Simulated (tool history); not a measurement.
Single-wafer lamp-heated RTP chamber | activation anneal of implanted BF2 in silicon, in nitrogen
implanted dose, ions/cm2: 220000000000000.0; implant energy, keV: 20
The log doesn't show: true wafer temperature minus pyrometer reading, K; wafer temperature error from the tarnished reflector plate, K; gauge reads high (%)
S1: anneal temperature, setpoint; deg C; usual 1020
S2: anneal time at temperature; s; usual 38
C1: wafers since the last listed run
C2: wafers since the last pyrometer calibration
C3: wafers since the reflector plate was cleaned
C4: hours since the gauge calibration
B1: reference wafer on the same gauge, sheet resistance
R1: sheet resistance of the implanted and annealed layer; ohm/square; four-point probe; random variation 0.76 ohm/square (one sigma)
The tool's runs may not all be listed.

| run | hour | S1 | S2 | C1 | C2 | C3 | C4 | B1 | R1 |
|---|---|---|---|---|---|---|---|---|---|
| 1 | 0 | 1020 | 38 | 0 | 2718 | 8706 | 1426.2 | 445.14 | 504.94 |
| 2 | 38.7 | 1020 | 38 | 635 | 3354 | 9341 | 1464.9 | 445.43 | 506.5 |
| 3 | 79 | 1020 | 38 | 661 | 4015 | 10002 | 1505.2 | 445.53 | 505.65 |
| 4 | 146 | 1020 | 38 | 1099 | 5115 | 11102 | 1572.2 | 445.61 | 506.55 |
|  | 219.5 | reflector plate cleaned |
| 5 | 228.3 | 1020 | 38 | 1219 | 6334 | 144 | 1654.5 | 445.79 | 506.84 |
| 6 | 282 | 1020 | 38 | 881 | 7216 | 1025 | 1708.2 | 445.99 | 505.76 |
|  | 351.8 | pyrometer window cleaned and pyrometer calibrated |
| 7 | 368.4 | 1020 | 38 | 1286 | 272 | 2312 | 1794.6 | 445.86 | 507.56 |
| 8 | 441.2 | 1020 | 38 | 1194 | 1467 | 3507 | 1867.4 | 446.43 | 507.74 |
| 9 | 506.8 | 1020 | 38 | 1076 | 2544 | 4584 | 1933 | 446.33 | 506.22 |
| 10 | 587.8 | 1020 | 38 | 1329 | 3873 | 5913 | 2014 | 446.81 | 507.4 |
| 11 | 677.9 | 1020 | 38 | 1478 | 5352 | 7392 | 2104.1 | 446.97 | 507.76 |
| 12 | 778.9 | 1020 | 38 | 1657 | 7010 | 9050 | 2205.1 | 447.44 | 507.02 |
|  | 840.6 | pyrometer window cleaned and pyrometer calibrated |
| 13 | 858 | 1020 | 38 | 1166 | 286 | 10217 | 2284.2 | 447.76 | 508.74 |
|  | 862.3 | gauge calibrated |
|  | 911.8 | reflector plate cleaned |
| 14 | 927.9 | 990 | 32 | 1015 | 1302 | 263 | 65.6 | 444.22 | 508.29 |
| 15 | 979.1 | 1031 | 29 | 840 | 2142 | 1103 | 116.8 | 444.12 | 505.77 |
| 16 | 1034.9 | 1042 | 17 | 915 | 3058 | 2019 | 172.6 | 444.01 | 510.21 |
| 17 | 1111.3 | 1020 | 38 | 1253 | 4312 | 3273 | 249 | 444.19 | 504.64 |
| 18 | 1206.4 | 1020 | 30 | 1560 | 5873 | 4834 | 344.1 | 443.95 | 507.7 |
|  | 1317.7 | pyrometer window cleaned and pyrometer calibrated |
| 19 | 1456.4 | 1046 | 21 | 3971 | 2276 | 8806 | 594.1 | 444.54 | 508.16 |
| 20 | 1513.9 | 1020 | 54 | 943 | 3220 | 9750 | 651.6 | 444.78 | 499.68 |
|  | 1562.5 | reflector plate cleaned |
| 21 | 1571.2 | 1040 | 24 | 809 | 4029 | 142 | 708.9 | 444.37 | 507.68 |
| 22 | 1660.5 | 1020 | 38 | 1465 | 5495 | 1608 | 798.2 | 444.43 | 504.93 |
| 23 | 1761.6 | 1007 | 22 | 1659 | 7154 | 3267 | 899.3 | 444.68 | 511.19 |
|  | 1797 | pyrometer window cleaned and pyrometer calibrated |
| 24 | 1845.2 | 1020 | 51 | 1240 | 791 | 4508 | 982.9 | 444.75 | 500.77 |
| 25 | 1902.9 | 1031 | 44 | 947 | 1738 | 5455 | 1040.6 | 445.24 | 500.66 |

Forecast each of these 5 alternatives for the next run:
| A | 1903.3 | 1020 | 38 | 6 | 1744 | 5462 | 1041 | ? | ? |
| B | 1903.3 | 1044 | 48 | 6 | 1744 | 5462 | 1041 | ? | ? |
| C | 1903.3 | 1010 | 55 | 6 | 1744 | 5462 | 1041 | ? | ? |
| D | 1903.3 | 1038 | 17 | 6 | 1744 | 5462 | 1041 | ? | ? |
| E | 1903.3 | 1020 | 16 | 6 | 1744 | 5462 | 1041 | ? | ? |

| run | B1 | R1 |
|---|---|---|
| A | 445.1 | 505.13 |
| B | 445.1 | 495.89 |
| C | 445.1 | 502.32 |
| D | 445.1 | 511.49 |
| E | 445.1 | 512.68 |
Without the tool's hidden state the same runs would have given:
| run | R1 |
|---|---|
| A | 504.05 |
| B | 494.84 |
| C | 501.25 |
| D | 510.4 |
| E | 511.59 |
